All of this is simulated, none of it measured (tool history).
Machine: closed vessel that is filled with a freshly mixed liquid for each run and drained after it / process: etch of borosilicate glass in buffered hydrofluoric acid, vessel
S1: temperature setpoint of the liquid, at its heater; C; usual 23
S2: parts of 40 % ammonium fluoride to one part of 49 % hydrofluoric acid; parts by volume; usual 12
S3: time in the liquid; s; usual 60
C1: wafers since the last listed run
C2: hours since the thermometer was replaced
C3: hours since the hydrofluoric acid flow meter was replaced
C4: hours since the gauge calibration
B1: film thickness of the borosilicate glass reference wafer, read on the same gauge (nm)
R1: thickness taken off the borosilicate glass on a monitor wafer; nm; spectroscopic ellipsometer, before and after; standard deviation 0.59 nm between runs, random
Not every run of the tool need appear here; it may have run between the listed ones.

run   hour    S1    S2  S3    C1     C2      C3      C4      B1      R1
  1      0  24.5    12  60     0   78.2  1541.3   587.2  122.55   65.32
  2   33.7    23    12  60  2359  111.9    1575   620.9  122.73   59.67
  3   49.4    23    12  60  1099  127.6  1590.7   636.6  122.84   59.94
  4     75    23    12  60  1792  153.2  1616.3   662.2  122.99   60.52
  5  103.3    23    12  60  1981  181.5  1644.6   690.5   123.2   60.25
  6  129.7    23    12  60  1848  207.9    1671   716.9  123.36   61.45
  7  145.9    23    12  60  1134  224.1  1687.2   733.1  123.49   61.41
  8  172.7    23    12  60  1876  250.9    1714   759.9  123.63   61.08
  9  191.7  19.5  10.5  90  1330  269.9    1733   778.9   123.8   87.21
 10    217    23    12  60  1771  295.2  1758.3   804.2  123.97   61.48
 11  247.2    23    12  60  2114  325.4  1788.5   834.4   124.2   62.87
 12  268.5    20    15  60  1491  346.7  1809.8   855.7   124.4   41.68
 13  291.8    23    12  60  1631    370  1833.1     879  124.55   61.83
 14  319.8    23    12  95  1960    398  1861.1     907  124.83   96.75
 15  346.9    23    12  60  1897  425.1  1888.2   934.1  125.04   61.24
 16  362.5    23    12  60  1092  440.7  1903.8   949.7  125.15   62.96
 17  398.2    20    12  75  2499  476.4  1939.5   985.4  125.52   67.03
 18  420.1  21.5    12  60  1533  498.3  1961.4  1007.3  125.72   57.98
 19  447.8  20.5     8  70  1939    526  1989.1    1035  125.95   94.57
 20  537.2    23    12  60  6260  615.4  2078.5  1124.4  126.87   62.28
     541.6  -- hydrofluoric acid flow meter replaced
     556.7  -- gauge calibrated
 21    564    25  16.5  90  1806  642.2    22.4     7.3  120.29   72.66
 22    588  20.5    12  45  1680  666.2    46.4    31.3  120.29   38.91
 23  608.6    19   7.5  40  1442  686.8      67    51.9   120.3   50.55
 24  628.7    23    12  60  1407  706.9    87.1      72  120.32   59.84
 25    655    23     8  35  1841  733.2   113.4    98.3  120.34   50.71
 26  676.5    27   7.5  35  1505  754.7   134.9   119.8  120.36   67.03
 27  689.6    23   7.5  70   917  767.8     148   132.9  120.38  108.18
 28  729.4    23    12  60  2786  807.6   187.8   172.7  120.43   59.11
 29  758.1    23  14.5  40  2009  836.3   216.5   201.4  120.49   32.64
 30  774.3    19    14  30  1134  852.5   232.7   217.6  120.54   20.57
 31  793.9    19  15.5  50  1372  872.1   252.3   237.2  120.54   31.44

Run 32 is up next; what results do you expect?
 32  823.9  23  12  60  2100  902.1  282.3  267.2   ?   ?

Run 32 gave B1 120.63, R1 60.9 nm.
Minus the tool's unlogged condition, the same run would have read R1 60.58 nm.
